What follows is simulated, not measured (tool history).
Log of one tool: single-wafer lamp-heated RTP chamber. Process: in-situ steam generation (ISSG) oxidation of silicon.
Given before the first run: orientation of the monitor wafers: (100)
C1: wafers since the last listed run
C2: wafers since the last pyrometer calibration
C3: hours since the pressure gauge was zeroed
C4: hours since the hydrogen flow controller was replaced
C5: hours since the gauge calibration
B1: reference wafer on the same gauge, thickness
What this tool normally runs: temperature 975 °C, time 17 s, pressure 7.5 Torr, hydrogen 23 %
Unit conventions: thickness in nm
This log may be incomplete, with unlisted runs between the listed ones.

Run 1, hour 0: usual settings; C1 0; C2 2500; C3 264.4; C4 5817.9; C5 549.5; B1 4.693. Result: thickness 5.015 nm.
Run 2, hour 91.3: usual settings but temperature 987 °C; C1 1051; C2 3552; C3 355.7; C4 5909.2; C5 640.8; B1 4.683. Result: thickness 5.249 nm.
Run 3, hour 194.1: usual settings but temperature 987 °C; C1 1183; C2 4736; C3 458.5; C4 6012; C5 743.6; B1 4.686. Result: thickness 5.27 nm.
Run 4, hour 239: usual settings but temperature 987 °C; C1 517; C2 5253; C3 503.4; C4 6056.9; C5 788.5; B1 4.692. Result: thickness 5.325 nm.
At hour 273.3: pyrometer window cleaned and pyrometer calibrated.
Run 5, hour 459.9: usual settings; C1 2451; C2 2148; C3 724.3; C4 6277.8; C5 1009.4; B1 4.693. Result: thickness 5.028 nm.
Run 6, hour 549.1: usual settings; C1 1027; C2 3176; C3 813.5; C4 6367; C5 1098.6; B1 4.692. Result: thickness 5.025 nm.
Run 7, hour 615.8: usual settings; C1 768; C2 3944; C3 880.2; C4 6433.7; C5 1165.3; B1 4.691. Result: thickness 5.038 nm.
Run 8, hour 687.2: usual settings but hydrogen 20 %; C1 822; C2 4766; C3 951.6; C4 6505.1; C5 1236.7; B1 4.683. Result: thickness 4.916 nm.
Run 9, hour 723.9: usual settings but temperature 970 °C, pressure 6.9 Torr; C1 422; C2 5189; C3 988.3; C4 6541.8; C5 1273.4; B1 4.696. Result: thickness 4.97 nm.
At hour 783.5: pyrometer window cleaned and pyrometer calibrated.
Run 10, hour 798.3: usual settings but temperature 970 °C, pressure 6.9 Torr; C1 764; C2 170; C3 1062.7; C4 6616.2; C5 1347.8; B1 4.687. Result: thickness 4.821 nm.
Run 11, hour 854.5: usual settings; C1 647; C2 817; C3 1118.9; C4 6672.4; C5 1404; B1 4.688. Result: thickness 4.923 nm.
Run 12, hour 912.3: usual settings; C1 665; C2 1483; C3 1176.7; C4 6730.2; C5 1461.8; B1 4.687. Result: thickness 4.895 nm.
Run 13, hour 951.4: usual settings; C1 450; C2 1933; C3 1215.8; C4 6769.3; C5 1500.9; B1 4.684. Result: thickness 4.973 nm.
At hour 1027.5: hydrogen flow controller replaced.
Run 14, hour 1055.4: usual settings; C1 1105; C2 3039; C3 1319.8; C4 27.9; C5 1604.9; B1 4.688. Result: thickness 5.01 nm.
At hour 1276.7: pyrometer window cleaned and pyrometer calibrated.
Run 15, hour 1298.3: usual settings; C1 2705; C2 248; C3 1562.7; C4 270.8; C5 1847.8; B1 4.694. Result: thickness 4.922 nm.
Run 16, hour 1347: usual settings; C1 560; C2 809; C3 1611.4; C4 319.5; C5 1896.5; B1 4.699. Result: thickness 4.927 nm.
Run 17, hour 1454.3: usual settings but hydrogen 17 %; C1 1235; C2 2045; C3 1718.7; C4 426.8; C5 2003.8; B1 4.686. Result: thickness 4.631 nm.
Run 18, hour 1548.2: usual settings but time 23 s; C1 1081; C2 3126; C3 1812.6; C4 520.7; C5 2097.7; B1 4.688. Result: thickness 5.742 nm.
Run 19, hour 1615.6: usual settings but temperature 994 °C, time 23 s, pressure 8.9 Torr; C1 776; C2 3903; C3 1880; C4 588.1; C5 2165.1; B1 4.685. Result: thickness 6.133 nm.
At hour 1637.6: pressure gauge zeroed.
Run 20, hour 1696.2: usual settings; C1 836; C2 4739; C3 58.6; C4 668.7; C5 2245.7; B1 4.685. Result: thickness 5.037 nm.
At hour 1772.3: pyrometer window cleaned and pyrometer calibrated.
Run 21, hour 1773.5: usual settings; C1 798; C2 13; C3 135.9; C4 746; C5 2323; B1 4.692. Result: thickness 4.924 nm.
At hour 1817.8: gauge calibrated.
Run 22, hour 1989.1: usual settings but temperature 987 °C, pressure 8.8 Torr; C1 2483; C2 2496; C3 351.5; C4 961.6; C5 171.3; B1 4.69. Result: thickness 5.149 nm.
Run 23, hour 2089.7: usual settings; C1 1158; C2 3654; C3 452.1; C4 1062.2; C5 271.9; B1 4.689. Result: thickness 5.031 nm.
Run 24, hour 2140.4: usual settings but hydrogen 32 %; C1 583; C2 4238; C3 502.8; C4 1112.9; C5 322.6; B1 4.687. Result: thickness 5.535 nm.
At hour 2191.3: pyrometer window cleaned and pyrometer calibrated.
Run 25, hour 2209.5: usual settings but hydrogen 30 %; C1 703; C2 209; C3 571.9; C4 1182; C5 391.7; B1 4.688. Result: thickness 5.24 nm.
Run 26, hour 2279.9: usual settings but time 14 s; C1 810; C2 1020; C3 642.3; C4 1252.4; C5 462.1; B1 4.685. Result: thickness 4.601 nm.
Run 27, hour 2343.9: usual settings but temperature 992 °C, time 15 s, pressure 6.9 Torr, hydrogen 32 %; C1 737; C2 1757; C3 706.3; C4 1316.4; C5 526.1; B1 4.689. Result: thickness 5.479 nm.

4 ways to go on from here, each from the tool as it stands after run 27. What would each give?
Run A, hour 2344.4: usual settings but hydrogen 16 %; C1 5; C2 1763; C3 706.8; C4 1316.9; C5 526.6; B1 ?. Result: thickness ?.
Run B, hour 2344.4: usual settings but time 22 s, pressure 8.8 Torr, hydrogen 17 %; C1 5; C2 1763; C3 706.8; C4 1316.9; C5 526.6; B1 ?. Result: thickness ?.
Run C, hour 2344.4: usual settings but temperature 989 °C, time 21 s, hydrogen 32 %; C1 5; C2 1763; C3 706.8; C4 1316.9; C5 526.6; B1 ?. Result: thickness ?.
Run D, hour 2344.4: usual settings but pressure 8.6 Torr, hydrogen 32 %; C1 5; C2 1763; C3 706.8; C4 1316.9; C5 526.6; B1 ?. Result: thickness ?.

run     B1  thickness
  A  4.687      4.554
  B  4.687      5.167
  C  4.687       6.26
  D  4.687      5.375
The same runs, with their run-to-run variation unchanged, on a tool lacking any hidden condition would have given:
run  thickness
  A      4.496
  B      5.095
  C      6.165
  D      5.306
